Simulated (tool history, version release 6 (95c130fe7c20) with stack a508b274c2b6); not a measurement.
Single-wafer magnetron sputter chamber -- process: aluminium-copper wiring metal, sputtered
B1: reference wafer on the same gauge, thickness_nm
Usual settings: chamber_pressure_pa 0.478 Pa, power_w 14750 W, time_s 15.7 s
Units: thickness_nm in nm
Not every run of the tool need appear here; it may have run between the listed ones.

Run 1, hour 0.0: usual settings; B1 329.832. Result: thickness_nm 383.806 nm.
Run 2, hour 15.5: usual settings; B1 329.574. Result: thickness_nm 381.359 nm.
Run 3, hour 45.1: usual settings; B1 330.133. Result: thickness_nm 377.416 nm.
At hour 65.0: sputter target and shields replaced.
Run 4, hour 65.5: usual settings but chamber_pressure_pa 0.351 Pa, time_s 17.5 s; B1 330.024. Result: thickness_nm 461.791 nm.
Run 5, hour 72.2: usual settings but chamber_pressure_pa 0.351 Pa, time_s 17.5 s; B1 329.970. Result: thickness_nm 461.400 nm.
Run 6, hour 118.7: usual settings but power_w 13850 W; B1 330.179. Result: thickness_nm 367.671 nm.
At hour 132.7: capacitance manometer re-zeroed and calibrated.
Run 7, hour 133.2: usual settings but chamber_pressure_pa 0.362 Pa; B1 330.383. Result: thickness_nm 403.100 nm.
Run 8, hour 145.5: usual settings but chamber_pressure_pa 0.362 Pa; B1 329.664. Result: thickness_nm 401.881 nm.
At hour 165.7: sputter target and shields replaced.
Run 9, hour 166.2: usual settings; B1 330.222. Result: thickness_nm 381.118 nm.
Run 10, hour 169.5: usual settings; B1 329.853. Result: thickness_nm 382.847 nm.
Run 11, hour 202.8: usual settings but chamber_pressure_pa 0.532 Pa, time_s 18.1 s; B1 329.630. Result: thickness_nm 426.356 nm.
Run 12, hour 216.4: usual settings; B1 329.804. Result: thickness_nm 378.855 nm.
Run 13, hour 231.2: usual settings but chamber_pressure_pa 0.598 Pa, time_s 16.5 s; B1 329.988. Result: thickness_nm 370.853 nm.
At hour 242.8: gauge calibrated.
Run 14, hour 246.0: usual settings but chamber_pressure_pa 0.347 Pa; B1 330.118. Result: thickness_nm 406.650 nm.
At hour 258.5: magnet pack replaced, of another model than before.
At hour 265.8: sputter target and shields replaced.
Run 15, hour 266.3: usual settings but chamber_pressure_pa 0.616 Pa, power_w 12550 W, time_s 14.4 s; B1 330.231. Result: thickness_nm 305.685 nm.
Run 16, hour 266.6: usual settings; B1 330.176. Result: thickness_nm 380.480 nm.
Run 17, hour 292.2: usual settings; B1 330.237. Result: thickness_nm 380.545 nm.
Run 18, hour 308.2: usual settings but power_w 12150 W; B1 330.443. Result: thickness_nm 346.117 nm.
Run 19, hour 323.8: usual settings but time_s 14.5 s; B1 330.278. Result: thickness_nm 350.253 nm.
Run 20, hour 336.5: usual settings but chamber_pressure_pa 0.528 Pa, power_w 13450 W, time_s 13.0 s; B1 329.932. Result: thickness_nm 291.063 nm.
Run 21, hour 343.2: usual settings but chamber_pressure_pa 0.425 Pa, power_w 11100 W, time_s 17.2 s; B1 329.906. Result: thickness_nm 369.423 nm.
Run 22, hour 352.5: usual settings but chamber_pressure_pa 0.393 Pa, power_w 16050 W, time_s 16.7 s; B1 330.170. Result: thickness_nm 431.366 nm.

Consider 5 possible next runs. They are alternatives, not a sequence: every one starts from the tool as it was left by run 22. What does each give?
Run A, hour 352.9: usual settings; B1 ?. Result: thickness_nm ?.
Run B, hour 352.9: usual settings but chamber_pressure_pa 0.391 Pa; B1 ?. Result: thickness_nm ?.
Run C, hour 352.9: usual settings but chamber_pressure_pa 0.397 Pa, power_w 17300 W, time_s 18.6 s; B1 ?. Result: thickness_nm ?.
Run D, hour 352.9: usual settings but power_w 13550 W; B1 ?. Result: thickness_nm ?.
Run E, hour 352.9: usual settings but chamber_pressure_pa 0.302 Pa, power_w 11150 W, time_s 14.6 s; B1 ?. Result: thickness_nm ?.

run       B1  thickness_nm
  A  330.075       371.994
  B  330.075       386.740
  C  330.075       496.439
  D  330.075       356.862
  E  330.075       328.768
Take away the tool's hidden state, keep each run's random variation, and the runs would have read:
run  thickness_nm
  A       382.366
  B       397.524
  C       510.281
  D       366.812
  E       337.935
